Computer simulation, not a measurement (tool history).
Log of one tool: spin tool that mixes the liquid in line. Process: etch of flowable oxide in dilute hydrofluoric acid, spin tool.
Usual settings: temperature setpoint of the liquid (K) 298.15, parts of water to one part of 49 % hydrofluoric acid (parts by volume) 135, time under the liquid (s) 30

run   hour  temperature setpoint of the liquid (K)  parts of water to one part of 49 % hydrofluoric acid (parts by volume)  time under the liquid (s)  read-back film thickness of the flowable oxide reference wafer, read on the same gauge (nm)  thickness taken off the flowable oxide on a monitor wafer (nm)
  1    0.0                                  298.15                                                                     135                         30                                                                                        69.93                                                            6.51
  2   31.5                                  298.15                                                                     135                         30                                                                                        69.98                                                            6.49
  3   79.1                                  298.15                                                                     135                         30                                                                                        70.04                                                            6.42
  4  122.5                                  298.15                                                                     135                         30                                                                                        70.00                                                            6.34
  5  155.7                                  298.15                                                                     135                         30                                                                                        70.04                                                            6.28
  6  217.9                                  298.15                                                                     135                         30                                                                                        70.05                                                            6.25
  7  255.8                                  298.15                                                                     135                         30                                                                                        70.01                                                            6.05
  8  288.4                                  298.15                                                                     135                         30                                                                                        69.98                                                            6.15
  9  340.3                                  298.15                                                                     135                         30                                                                                        69.96                                                            6.07
 10  387.1                                  298.15                                                                     135                         30                                                                                        69.98                                                            6.04
 11  439.1                                  299.15                                                                     135                         30                                                                                        70.00                                                            6.14
 12  503.2                                  299.15                                                                     135                         30                                                                                        69.97                                                            6.11
     549.3  -- thermometer replaced
 13  564.9                                  299.15                                                                     135                         30                                                                                        69.97                                                            6.69
 14  589.1                                  298.15                                                                     180                         15                                                                                        69.97                                                            2.28

Run 15 comes next. What will it give?
 15  631.7                                  301.65                                                                     175                         35                                                                                            ?                                                               ?

Run 15 gave read-back film thickness of the flowable oxide reference wafer, read on the same gauge (nm) 69.97, thickness taken off the flowable oxide on a monitor wafer (nm) 6.13.
Without the tool's hidden state the same run would have given thickness taken off the flowable oxide on a monitor wafer (nm) 7.32.
